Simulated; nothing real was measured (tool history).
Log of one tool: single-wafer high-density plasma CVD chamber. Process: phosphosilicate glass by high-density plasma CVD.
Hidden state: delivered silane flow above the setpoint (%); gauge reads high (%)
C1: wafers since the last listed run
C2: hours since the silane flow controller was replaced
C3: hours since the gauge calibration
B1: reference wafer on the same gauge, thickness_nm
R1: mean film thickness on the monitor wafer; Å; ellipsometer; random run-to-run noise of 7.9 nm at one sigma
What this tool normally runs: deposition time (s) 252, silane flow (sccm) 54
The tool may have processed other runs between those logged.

run 1 hour=0.0 | deposition_time_(s)=252 silane_flow_(sccm)=54 | C1=0 C2=2321.9 C3=642.0 | B1=1462.223 | R1=14028.79
run 2 hour=50.6 | deposition_time_(s)=252 silane_flow_(sccm)=54 | C1=425 C2=2372.5 C3=692.6 | B1=1459.850 | R1=14108.77
run 3 hour=79.7 | deposition_time_(s)=252 silane_flow_(sccm)=54 | C1=244 C2=2401.6 C3=721.7 | B1=1461.084 | R1=13940.85
run 4 hour=107.0 | deposition_time_(s)=252 silane_flow_(sccm)=54 | C1=229 C2=2428.9 C3=749.0 | B1=1461.271 | R1=14118.05
-- hour=142.5 gauge calibrated
run 5 hour=166.9 | deposition_time_(s)=252 silane_flow_(sccm)=54 | C1=503 C2=2488.8 C3=24.4 | B1=1460.056 | R1=14070.56
run 6 hour=220.6 | deposition_time_(s)=222 silane_flow_(sccm)=54 | C1=451 C2=2542.5 C3=78.1 | B1=1459.753 | R1=12475.20
run 7 hour=267.7 | deposition_time_(s)=252 silane_flow_(sccm)=54 | C1=395 C2=2589.6 C3=125.2 | B1=1460.528 | R1=13883.77
run 8 hour=296.9 | deposition_time_(s)=252 silane_flow_(sccm)=54 | C1=245 C2=2618.8 C3=154.4 | B1=1462.051 | R1=13893.36
run 9 hour=357.7 | deposition_time_(s)=252 silane_flow_(sccm)=54 | C1=510 C2=2679.6 C3=215.2 | B1=1462.024 | R1=13908.28
run 10 hour=424.7 | deposition_time_(s)=252 silane_flow_(sccm)=54 | C1=563 C2=2746.6 C3=282.2 | B1=1459.413 | R1=13971.42
run 11 hour=478.2 | deposition_time_(s)=252 silane_flow_(sccm)=54 | C1=449 C2=2800.1 C3=335.7 | B1=1459.882 | R1=14036.01
run 12 hour=518.8 | deposition_time_(s)=252 silane_flow_(sccm)=54 | C1=341 C2=2840.7 C3=376.3 | B1=1461.383 | R1=13957.56
run 13 hour=582.1 | deposition_time_(s)=252 silane_flow_(sccm)=54 | C1=531 C2=2904.0 C3=439.6 | B1=1458.846 | R1=13920.74
run 14 hour=627.8 | deposition_time_(s)=252 silane_flow_(sccm)=54 | C1=384 C2=2949.7 C3=485.3 | B1=1458.483 | R1=14124.82
run 15 hour=683.3 | deposition_time_(s)=252 silane_flow_(sccm)=49 | C1=466 C2=3005.2 C3=540.8 | B1=1462.907 | R1=12761.45
run 16 hour=729.7 | deposition_time_(s)=252 silane_flow_(sccm)=54 | C1=389 C2=3051.6 C3=587.2 | B1=1459.301 | R1=14145.36
run 17 hour=757.3 | deposition_time_(s)=218 silane_flow_(sccm)=57 | C1=231 C2=3079.2 C3=614.8 | B1=1463.290 | R1=12905.81
-- hour=834.7 silane flow controller replaced
run 18 hour=835.2 | deposition_time_(s)=252 silane_flow_(sccm)=54 | C1=587 C2=0.5 C3=692.7 | B1=1460.633 | R1=13895.90
-- hour=848.8 gauge calibrated
run 19 hour=897.9 | deposition_time_(s)=278 silane_flow_(sccm)=58 | C1=526 C2=63.2 C3=49.1 | B1=1459.252 | R1=16591.28
run 20 hour=952.5 | deposition_time_(s)=302 silane_flow_(sccm)=62 | C1=458 C2=117.8 C3=103.7 | B1=1461.667 | R1=18993.10
run 21 hour=990.4 | deposition_time_(s)=213 silane_flow_(sccm)=50 | C1=318 C2=155.7 C3=141.6 | B1=1460.490 | R1=10891.26
run 22 hour=1048.8 | deposition_time_(s)=237 silane_flow_(sccm)=59 | C1=490 C2=214.1 C3=200.0 | B1=1460.259 | R1=14332.78
run 23 hour=1117.3 | deposition_time_(s)=204 silane_flow_(sccm)=54 | C1=575 C2=282.6 C3=268.5 | B1=1461.023 | R1=11265.43
run 24 hour=1154.3 | deposition_time_(s)=252 silane_flow_(sccm)=61 | C1=310 C2=319.6 C3=305.5 | B1=1461.436 | R1=15868.98

What was the tool's hidden state at every run in the log?
delivered silane flow above the setpoint (%): 0 at every run
gauge reads high (%): 0 at every run
